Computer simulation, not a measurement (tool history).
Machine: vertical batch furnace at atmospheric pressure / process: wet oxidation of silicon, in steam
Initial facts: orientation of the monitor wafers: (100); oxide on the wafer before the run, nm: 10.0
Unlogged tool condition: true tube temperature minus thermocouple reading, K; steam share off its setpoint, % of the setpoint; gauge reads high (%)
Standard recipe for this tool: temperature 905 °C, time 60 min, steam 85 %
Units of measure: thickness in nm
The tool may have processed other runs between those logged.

| run | hour | temperature | time | steam | wafers since the last listed run | hours since the last temperature calibration | hours since the steam generator was serviced | hours since the gauge calibration | read-back reference wafer on the same gauge, thickness | thickness |
|---|---|---|---|---|---|---|---|---|---|---|
| 1 | 0 | 905 | 60 | 85 | 0 | 3274.3 | 1193.4 | 551 | 126.78 | 149.58 |
| 2 | 48.8 | 905 | 60 | 85 | 828 | 3323.1 | 1242.2 | 599.8 | 127.03 | 150.79 |
| 3 | 102.4 | 905 | 60 | 85 | 910 | 3376.7 | 1295.8 | 653.4 | 126.89 | 149.47 |
| 4 | 157.1 | 905 | 60 | 81 | 928 | 3431.4 | 1350.5 | 708.1 | 126.84 | 143.89 |
| 5 | 295.8 | 912 | 60 | 77 | 2355 | 3570.1 | 1489.2 | 846.8 | 127.08 | 149.42 |
| 6 | 353.9 | 905 | 60 | 85 | 986 | 3628.2 | 1547.3 | 904.9 | 127.09 | 149.57 |
| 7 | 384.3 | 905 | 60 | 85 | 516 | 3658.6 | 1577.7 | 935.3 | 127.16 | 149.26 |
| 8 | 455.1 | 905 | 60 | 85 | 1202 | 3729.4 | 1648.5 | 1006.1 | 127.11 | 149.03 |
|  | 486.4 | steam generator serviced |
| 9 | 519.5 | 905 | 60 | 85 | 686 | 3793.8 | 33.1 | 1070.5 | 126.81 | 145.95 |
| 10 | 559.4 | 905 | 60 | 85 | 677 | 3833.7 | 73 | 1110.4 | 127.07 | 146.37 |
| 11 | 606 | 905 | 60 | 85 | 791 | 3880.3 | 119.6 | 1157 | 127.22 | 144.85 |
| 12 | 665 | 905 | 60 | 82 | 1002 | 3939.3 | 178.6 | 1216 | 126.73 | 141.39 |
|  | 691.4 | steam generator serviced, repeated, since the last time left the tool worse |
| 13 | 731 | 905 | 60 | 82 | 713 | 4005.3 | 39.6 | 1282 | 127.1 | 148.94 |
| 14 | 772.7 | 920 | 87.5 | 80 | 708 | 4047 | 81.3 | 1323.7 | 126.99 | 235.23 |
| 15 | 813.9 | 893 | 36.5 | 81 | 699 | 4088.2 | 122.5 | 1364.9 | 127.02 | 82.88 |
| 16 | 840.3 | 905 | 60 | 85 | 448 | 4114.6 | 148.9 | 1391.3 | 126.9 | 154.11 |
|  | 867.8 | thermocouples replaced and temperature profile calibrated |
| 17 | 904.2 | 905 | 79 | 96 | 677 | 36.4 | 212.8 | 1455.2 | 126.78 | 212.97 |
| 18 | 942.8 | 905 | 60 | 85 | 655 | 75 | 251.4 | 1493.8 | 127.1 | 152.8 |
| 19 | 1004.9 | 905 | 60 | 85 | 1054 | 137.1 | 313.5 | 1555.9 | 127.13 | 151.73 |
| 20 | 1033.9 | 882 | 79.5 | 92 | 492 | 166.1 | 342.5 | 1584.9 | 126.95 | 152.33 |
| 21 | 1058.9 | 905 | 48 | 78 | 424 | 191.1 | 367.5 | 1609.9 | 127.09 | 118.46 |
| 22 | 1100.3 | 917 | 34 | 88 | 703 | 232.5 | 408.9 | 1651.3 | 126.98 | 112.35 |
| 23 | 1149 | 891 | 81.5 | 85 | 827 | 281.2 | 457.6 | 1700 | 126.94 | 162.23 |
|  | 1175.9 | gauge calibrated |
| 24 | 1190.6 | 927 | 75 | 91 | 706 | 322.8 | 499.2 | 14.7 | 126.89 | 246.6 |
| 25 | 1374.2 | 905 | 60 | 85 | 3118 | 506.4 | 682.8 | 198.3 | 127.03 | 151.84 |
| 26 | 1430.6 | 905 | 60 | 85 | 957 | 562.8 | 739.2 | 254.7 | 126.85 | 151.08 |
| 27 | 1492.8 | 930 | 76 | 78 | 1056 | 625 | 801.4 | 316.9 | 126.98 | 226.76 |

4 options for the next run, each taken on its own from the tool as it stands now. Forecast them:
| A | 1497.5 | 905 | 60 | 85 | 79 | 629.7 | 806.1 | 321.6 | ? | ? |
| B | 1497.5 | 924 | 60 | 77 | 79 | 629.7 | 806.1 | 321.6 | ? | ? |
| C | 1497.5 | 894 | 60 | 85 | 79 | 629.7 | 806.1 | 321.6 | ? | ? |
| D | 1497.5 | 888 | 42 | 73 | 79 | 629.7 | 806.1 | 321.6 | ? | ? |

| run | read-back reference wafer on the same gauge, thickness | thickness |
|---|---|---|
| A | 127.12 | 151.59 |
| B | 127.12 | 173.47 |
| C | 127.12 | 130.82 |
| D | 127.12 | 78.31 |
What these runs would have given with no unlogged condition in the tool:
| run | thickness |
|---|---|
| A | 154.86 |
| B | 177.13 |
| C | 133.68 |
| D | 79.99 |
